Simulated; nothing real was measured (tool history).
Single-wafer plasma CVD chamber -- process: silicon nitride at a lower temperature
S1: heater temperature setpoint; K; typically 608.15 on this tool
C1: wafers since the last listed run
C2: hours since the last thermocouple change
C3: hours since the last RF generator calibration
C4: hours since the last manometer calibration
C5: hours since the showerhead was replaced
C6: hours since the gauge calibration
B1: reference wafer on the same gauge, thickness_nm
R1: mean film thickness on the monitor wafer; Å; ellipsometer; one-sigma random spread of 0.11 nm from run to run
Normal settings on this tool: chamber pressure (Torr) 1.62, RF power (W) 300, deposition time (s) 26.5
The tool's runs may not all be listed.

run 1 hour=0 | S1=608.15 chamber_pressure_(Torr)=1.62 RF_power_(W)=300 deposition_time_(s)=26.5 | C1=0 C2=1106.1 C3=1557.4 C4=2298.6 C5=6014 C6=618.3 | B1=26.838 | R1=269.42
run 2 hour=17.2 | S1=608.15 chamber_pressure_(Torr)=1.62 RF_power_(W)=300 deposition_time_(s)=26.5 | C1=413 C2=1123.3 C3=1574.6 C4=2315.8 C5=6031.2 C6=635.5 | B1=26.843 | R1=270.43
run 3 hour=27.9 | S1=608.15 chamber_pressure_(Torr)=1.62 RF_power_(W)=300 deposition_time_(s)=26.5 | C1=257 C2=1134 C3=1585.3 C4=2326.5 C5=6041.9 C6=646.2 | B1=26.83 | R1=266.62
run 4 hour=41.8 | S1=608.15 chamber_pressure_(Torr)=1.62 RF_power_(W)=300 deposition_time_(s)=26.5 | C1=334 C2=1147.9 C3=1599.2 C4=2340.4 C5=6055.8 C6=660.1 | B1=26.826 | R1=269.48
-- hour=48.5 gauge calibrated
run 5 hour=56.6 | S1=608.15 chamber_pressure_(Torr)=1.62 RF_power_(W)=300 deposition_time_(s)=26.5 | C1=355 C2=1162.7 C3=1614 C4=2355.2 C5=6070.6 C6=8.1 | B1=26.817 | R1=269.08
run 6 hour=66.6 | S1=608.15 chamber_pressure_(Torr)=1.62 RF_power_(W)=300 deposition_time_(s)=26.5 | C1=240 C2=1172.7 C3=1624 C4=2365.2 C5=6080.6 C6=18.1 | B1=26.786 | R1=268.99
run 7 hour=75.2 | S1=621.15 chamber_pressure_(Torr)=1.62 RF_power_(W)=250 deposition_time_(s)=30.5 | C1=206 C2=1181.3 C3=1632.6 C4=2373.8 C5=6089.2 C6=26.7 | B1=26.797 | R1=263.09
run 8 hour=84.5 | S1=608.15 chamber_pressure_(Torr)=1.62 RF_power_(W)=300 deposition_time_(s)=26.5 | C1=223 C2=1190.6 C3=1641.9 C4=2383.1 C5=6098.5 C6=36 | B1=26.766 | R1=269.14
-- hour=99.3 thermocouple changed; heater temperature recalibrated
run 9 hour=99.8 | S1=596.15 chamber_pressure_(Torr)=1.98 RF_power_(W)=335 deposition_time_(s)=24.4 | C1=175 C2=0.5 C3=1657.2 C4=2398.4 C5=6113.8 C6=51.3 | B1=26.818 | R1=289.36
run 10 hour=104.6 | S1=608.15 chamber_pressure_(Torr)=1.25 RF_power_(W)=255 deposition_time_(s)=24.1 | C1=115 C2=5.3 C3=1662 C4=2403.2 C5=6118.6 C6=56.1 | B1=26.791 | R1=194.71
run 11 hour=117.9 | S1=608.15 chamber_pressure_(Torr)=1.62 RF_power_(W)=300 deposition_time_(s)=26.5 | C1=319 C2=18.6 C3=1675.3 C4=2416.5 C5=6131.9 C6=69.4 | B1=26.787 | R1=270.21
-- hour=161.6 showerhead replaced
run 12 hour=162.2 | S1=594.15 chamber_pressure_(Torr)=1.95 RF_power_(W)=300 deposition_time_(s)=30.2 | C1=872 C2=62.9 C3=1719.6 C4=2460.8 C5=0.6 C6=113.7 | B1=26.816 | R1=326.43
run 13 hour=173.2 | S1=608.15 chamber_pressure_(Torr)=1.62 RF_power_(W)=345 deposition_time_(s)=27.9 | C1=264 C2=73.9 C3=1730.6 C4=2471.8 C5=11.6 C6=124.7 | B1=26.803 | R1=315.93
run 14 hour=185.1 | S1=602.15 chamber_pressure_(Torr)=1.81 RF_power_(W)=245 deposition_time_(s)=28.1 | C1=286 C2=85.8 C3=1742.5 C4=2483.7 C5=23.5 C6=136.6 | B1=26.846 | R1=247.24
run 15 hour=195.3 | S1=608.15 chamber_pressure_(Torr)=1.62 RF_power_(W)=300 deposition_time_(s)=26.5 | C1=245 C2=96 C3=1752.7 C4=2493.9 C5=33.7 C6=146.8 | B1=26.819 | R1=268.86
run 16 hour=202.1 | S1=620.15 chamber_pressure_(Torr)=1.45 RF_power_(W)=320 deposition_time_(s)=22.8 | C1=163 C2=102.8 C3=1759.5 C4=2500.7 C5=40.5 C6=153.6 | B1=26.76 | R1=233.29
run 17 hour=218.7 | S1=608.15 chamber_pressure_(Torr)=1.46 RF_power_(W)=300 deposition_time_(s)=24.6 | C1=399 C2=119.4 C3=1776.1 C4=2517.3 C5=57.1 C6=170.2 | B1=26.811 | R1=240.63
run 18 hour=236.3 | S1=614.15 chamber_pressure_(Torr)=1.62 RF_power_(W)=300 deposition_time_(s)=31.5 | C1=423 C2=137 C3=1793.7 C4=2534.9 C5=74.7 C6=187.8 | B1=26.788 | R1=317.83
run 19 hour=246.3 | S1=608.15 chamber_pressure_(Torr)=1.81 RF_power_(W)=300 deposition_time_(s)=23.4 | C1=240 C2=147 C3=1803.7 C4=2544.9 C5=84.7 C6=197.8 | B1=26.773 | R1=246.34
run 20 hour=254 | S1=616.15 chamber_pressure_(Torr)=1.62 RF_power_(W)=300 deposition_time_(s)=22.5 | C1=185 C2=154.7 C3=1811.4 C4=2552.6 C5=92.4 C6=205.5 | B1=26.799 | R1=228.12
run 21 hour=262.9 | S1=604.15 chamber_pressure_(Torr)=1.23 RF_power_(W)=250 deposition_time_(s)=24.2 | C1=213 C2=163.6 C3=1820.3 C4=2561.5 C5=101.3 C6=214.4 | B1=26.803 | R1=188.96
-- hour=272.8 capacitance manometer re-zeroed and calibrated
run 22 hour=273.3 | S1=596.15 chamber_pressure_(Torr)=1.98 RF_power_(W)=335 deposition_time_(s)=24.4 | C1=57 C2=174 C3=1830.7 C4=0.5 C5=111.7 C6=224.8 | B1=26.826 | R1=286.86
-- hour=288.2 RF generator calibrated
run 23 hour=288.7 | S1=612.15 chamber_pressure_(Torr)=1.3 RF_power_(W)=300 deposition_time_(s)=22 | C1=177 C2=189.4 C3=0.5 C4=15.9 C5=127.1 C6=240.2 | B1=26.773 | R1=217.76
run 24 hour=332.1 | S1=608.15 chamber_pressure_(Torr)=1.62 RF_power_(W)=300 deposition_time_(s)=26.5 | C1=1043 C2=232.8 C3=43.9 C4=59.3 C5=170.5 C6=283.6 | B1=26.811 | R1=280.06
run 25 hour=341.8 | S1=614.15 chamber_pressure_(Torr)=1.99 RF_power_(W)=300 deposition_time_(s)=26.5 | C1=233 C2=242.5 C3=53.6 C4=69 C5=180.2 C6=293.3 | B1=26.794 | R1=298.66
run 26 hour=349.3 | S1=608.15 chamber_pressure_(Torr)=1.62 RF_power_(W)=300 deposition_time_(s)=26.5 | C1=180 C2=250 C3=61.1 C4=76.5 C5=187.7 C6=300.8 | B1=26.78 | R1=280.44
run 27 hour=391.3 | S1=621.15 chamber_pressure_(Torr)=1.62 RF_power_(W)=300 deposition_time_(s)=23.9 | C1=1009 C2=292 C3=103.1 C4=118.5 C5=229.7 C6=342.8 | B1=26.775 | R1=248.27
run 28 hour=398.6 | S1=608.15 chamber_pressure_(Torr)=1.62 RF_power_(W)=300 deposition_time_(s)=26.5 | C1=175 C2=299.3 C3=110.4 C4=125.8 C5=237 C6=350.1 | B1=26.78 | R1=277.98
run 29 hour=413.3 | S1=608.15 chamber_pressure_(Torr)=1.24 RF_power_(W)=285 deposition_time_(s)=25 | C1=353 C2=314 C3=125.1 C4=140.5 C5=251.7 C6=364.8 | B1=26.77 | R1=230.37
run 30 hour=427.7 | S1=617.15 chamber_pressure_(Torr)=1.62 RF_power_(W)=350 deposition_time_(s)=26.5 | C1=346 C2=328.4 C3=139.5 C4=154.9 C5=266.1 C6=379.2 | B1=26.816 | R1=312.25

3 ways to go on from here, each from the tool as it stands after run 30. What would each give?
run A hour=428.1 | S1=608.15 chamber_pressure_(Torr)=1.62 RF_power_(W)=300 deposition_time_(s)=26.5 | C1=9 C2=328.8 C3=139.9 C4=155.3 C5=266.5 C6=379.6 | B1=? | R1=?
run B hour=428.1 | S1=608.15 chamber_pressure_(Torr)=1.35 RF_power_(W)=355 deposition_time_(s)=28.9 | C1=9 C2=328.8 C3=139.9 C4=155.3 C5=266.5 C6=379.6 | B1=? | R1=?
run C hour=428.1 | S1=608.15 chamber_pressure_(Torr)=1.62 RF_power_(W)=340 deposition_time_(s)=26.5 | C1=9 C2=328.8 C3=139.9 C4=155.3 C5=266.5 C6=379.6 | B1=? | R1=?

run=A B1=26.798 R1=278.73
run=B B1=26.798 R1=325.92
run=C B1=26.798 R1=307.71
Without the tool's hidden state the same runs would have given:
run=A R1=288.12
run=B R1=336.18
run=C R1=317.4

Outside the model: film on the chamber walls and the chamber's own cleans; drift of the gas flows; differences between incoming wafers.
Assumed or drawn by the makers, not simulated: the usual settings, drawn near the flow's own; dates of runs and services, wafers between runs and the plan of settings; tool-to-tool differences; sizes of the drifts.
